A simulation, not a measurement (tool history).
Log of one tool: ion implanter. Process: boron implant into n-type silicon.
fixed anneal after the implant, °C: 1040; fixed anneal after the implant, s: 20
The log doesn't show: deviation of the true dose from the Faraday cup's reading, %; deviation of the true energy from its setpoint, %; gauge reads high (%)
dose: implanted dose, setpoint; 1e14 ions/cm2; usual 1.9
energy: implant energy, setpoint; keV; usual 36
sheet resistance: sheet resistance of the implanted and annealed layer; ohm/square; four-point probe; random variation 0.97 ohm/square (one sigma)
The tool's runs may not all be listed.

run	hour	dose	energy	wafers since the last listed run	hours since the last dose calibration	hours since the extraction supply was calibrated	hours since the gauge calibration	read-back reference wafer on the same gauge, sheet resistance	sheet resistance
1	0	2.02	36	0	2367.9	3990.1	514.5	408	435.35
2	17.1	1.9	36	313	2385	4007.2	531.6	407.96	457.67
3	103	1.9	36	1575	2470.9	4093.1	617.5	408.04	457.18
4	130.5	1.9	36	504	2498.4	4120.6	645	408.13	457.3
5	155.9	1.9	36	465	2523.8	4146	670.4	407.78	456.78
6	187.4	1.9	36	577	2555.3	4177.5	701.9	407.95	459.24
7	204.5	1.9	36	313	2572.4	4194.6	719	407.83	457.1
8	228	1.9	36	431	2595.9	4218.1	742.5	407.74	456.98
9	245.2	1.9	36	315	2613.1	4235.3	759.7	407.82	458.01
# hour 265.9: Faraday cup replaced and dose calibrated
10	266.4	1.9	36	242	0.5	4256.5	780.9	408.08	467.93
11	279.9	1.9	36	247	14	4270	794.4	407.82	465.66
# hour 292.3: gauge calibrated
12	297	1.9	36	313	31.1	4287.1	4.7	407.79	469
13	324.3	1.9	36	500	58.4	4314.4	32	407.87	468.44

Forecast run 14:
14	349.5	2.41	30	462	83.6	4339.6	57.2	?	?

read-back reference wafer on the same gauge, sheet resistance: 407.93
sheet resistance: 398 ohm/square
Without the tool's hidden state the same run would have given sheet resistance 377.28 ohm/square.
